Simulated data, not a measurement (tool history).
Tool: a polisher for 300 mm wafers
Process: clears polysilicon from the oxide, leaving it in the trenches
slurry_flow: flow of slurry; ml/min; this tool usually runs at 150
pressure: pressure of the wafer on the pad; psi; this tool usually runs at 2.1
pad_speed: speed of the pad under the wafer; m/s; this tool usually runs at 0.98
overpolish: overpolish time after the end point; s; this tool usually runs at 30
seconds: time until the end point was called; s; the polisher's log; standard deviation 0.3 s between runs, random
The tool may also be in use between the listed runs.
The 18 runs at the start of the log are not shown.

run	hour	slurry_flow	pressure	pad_speed	overpolish	incoming thickness of the incoming film, nm	seconds
# hour 1328: head pressure recalibrated
19	1391.9	120	2.1	0.64	30	355.4	52.6
# hour 1446.1: slurry nozzle cleaned
20	1460.6	170	2.1	1.24	30	363.1	28.5
21	1504.4	150	2.1	0.66	30	362.4	51.8
22	1550.1	150	2.1	1.26	37	363.2	29.1
23	1651.6	150	2.1	0.98	30	361.7	37.4
24	1719.3	150	2.6	0.78	30	363.2	38.7
# hour 1751.4: worn pad replaced by a new one
25	1819	150	2.1	0.98	30	361.4	34.6
26	1923	150	2.1	0.98	30	357.6	34.8

For run 27, what comes out?
# hour 1951.8: head pressure recalibrated
27	2016.2	165	1.7	1.32	19	356.1	?

{"run 27": {"seconds": 32.7}}
With no hidden state in the tool, this same run would have given seconds 30.6 s.
